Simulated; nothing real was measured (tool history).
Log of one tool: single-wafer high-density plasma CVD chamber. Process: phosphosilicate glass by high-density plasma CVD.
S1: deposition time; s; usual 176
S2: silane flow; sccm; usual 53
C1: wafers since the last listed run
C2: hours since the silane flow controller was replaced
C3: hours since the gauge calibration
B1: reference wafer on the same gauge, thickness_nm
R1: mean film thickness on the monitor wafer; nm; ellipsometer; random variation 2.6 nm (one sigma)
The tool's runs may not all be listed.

{"run": 1, "hour": 0.0, "S1": 176, "S2": 53, "C1": 0, "C2": 760.4, "C3": 230.4, "B1": 894.836, "R1": 873.265}
{"run": 2, "hour": 36.3, "S1": 176, "S2": 53, "C1": 239, "C2": 796.7, "C3": 266.7, "B1": 896.617, "R1": 873.982}
{"run": 3, "hour": 100.7, "S1": 176, "S2": 53, "C1": 424, "C2": 861.1, "C3": 331.1, "B1": 896.917, "R1": 871.126}
{"run": 4, "hour": 143.2, "S1": 176, "S2": 53, "C1": 280, "C2": 903.6, "C3": 373.6, "B1": 899.453, "R1": 875.479}
{"run": 5, "hour": 199.6, "S1": 176, "S2": 53, "C1": 371, "C2": 960.0, "C3": 430.0, "B1": 899.822, "R1": 876.071}
{"run": 6, "hour": 241.4, "S1": 176, "S2": 53, "C1": 275, "C2": 1001.8, "C3": 471.8, "B1": 901.379, "R1": 878.292}
{"run": 7, "hour": 298.8, "S1": 176, "S2": 53, "C1": 378, "C2": 1059.2, "C3": 529.2, "B1": 902.86, "R1": 871.08}
{"run": 8, "hour": 365.7, "S1": 176, "S2": 53, "C1": 441, "C2": 1126.1, "C3": 596.1, "B1": 904.466, "R1": 879.7}
{"run": 9, "hour": 398.5, "S1": 176, "S2": 53, "C1": 216, "C2": 1158.9, "C3": 628.9, "B1": 905.153, "R1": 883.001}
{"hour": 407.9, "done": "gauge calibrated"}
{"run": 10, "hour": 447.6, "S1": 176, "S2": 53, "C1": 323, "C2": 1208.0, "C3": 39.7, "B1": 887.11, "R1": 863.998}
{"run": 11, "hour": 479.6, "S1": 176, "S2": 53, "C1": 211, "C2": 1240.0, "C3": 71.7, "B1": 888.131, "R1": 861.915}
{"run": 12, "hour": 537.1, "S1": 203, "S2": 44, "C1": 379, "C2": 1297.5, "C3": 129.2, "B1": 889.728, "R1": 827.245}
{"run": 13, "hour": 603.6, "S1": 176, "S2": 60, "C1": 438, "C2": 1364.0, "C3": 195.7, "B1": 891.391, "R1": 978.165}
{"hour": 632.8, "done": "silane flow controller replaced"}
{"run": 14, "hour": 659.6, "S1": 196, "S2": 53, "C1": 316, "C2": 26.8, "C3": 251.7, "B1": 891.921, "R1": 968.597}
{"run": 15, "hour": 695.4, "S1": 199, "S2": 53, "C1": 236, "C2": 62.6, "C3": 287.5, "B1": 893.134, "R1": 983.235}
{"run": 16, "hour": 754.6, "S1": 176, "S2": 53, "C1": 390, "C2": 121.8, "C3": 346.7, "B1": 895.764, "R1": 865.344}
{"run": 17, "hour": 782.2, "S1": 146, "S2": 59, "C1": 181, "C2": 149.4, "C3": 374.3, "B1": 896.335, "R1": 809.889}
{"run": 18, "hour": 826.3, "S1": 195, "S2": 46, "C1": 290, "C2": 193.5, "C3": 418.4, "B1": 896.321, "R1": 835.478}
{"run": 19, "hour": 858.5, "S1": 154, "S2": 48, "C1": 212, "C2": 225.7, "C3": 450.6, "B1": 897.774, "R1": 692.25}
{"hour": 906.2, "done": "gauge calibrated"}
{"run": 20, "hour": 916.3, "S1": 196, "S2": 58, "C1": 381, "C2": 283.5, "C3": 10.1, "B1": 889.937, "R1": 1047.659}
{"run": 21, "hour": 982.1, "S1": 205, "S2": 53, "C1": 433, "C2": 349.3, "C3": 75.9, "B1": 890.273, "R1": 1010.038}
{"run": 22, "hour": 1021.2, "S1": 203, "S2": 44, "C1": 257, "C2": 388.4, "C3": 115.0, "B1": 892.28, "R1": 828.339}
{"run": 23, "hour": 1071.1, "S1": 191, "S2": 58, "C1": 329, "C2": 438.3, "C3": 164.9, "B1": 893.206, "R1": 1029.897}

Forecast each of these 4 alternatives for the next run:
{"run": "A", "hour": 1071.5, "S1": 176, "S2": 58, "C1": 2, "C2": 438.7, "C3": 165.3, "B1": "?", "R1": "?"}
{"run": "B", "hour": 1071.5, "S1": 204, "S2": 60, "C1": 2, "C2": 438.7, "C3": 165.3, "B1": "?", "R1": "?"}
{"run": "C", "hour": 1071.5, "S1": 163, "S2": 45, "C1": 2, "C2": 438.7, "C3": 165.3, "B1": "?", "R1": "?"}
{"run": "D", "hour": 1071.5, "S1": 176, "S2": 62, "C1": 2, "C2": 438.7, "C3": 165.3, "B1": "?", "R1": "?"}

run=A B1=894.428 R1=950.977
run=B B1=894.428 R1=1140.278
run=C B1=894.428 R1=683.328
run=D B1=894.428 R1=1016.561
Without the tool's hidden state the same runs would have given:
run=A R1=946.486
run=B R1=1134.894
run=C R1=680.102
run=D R1=1011.761

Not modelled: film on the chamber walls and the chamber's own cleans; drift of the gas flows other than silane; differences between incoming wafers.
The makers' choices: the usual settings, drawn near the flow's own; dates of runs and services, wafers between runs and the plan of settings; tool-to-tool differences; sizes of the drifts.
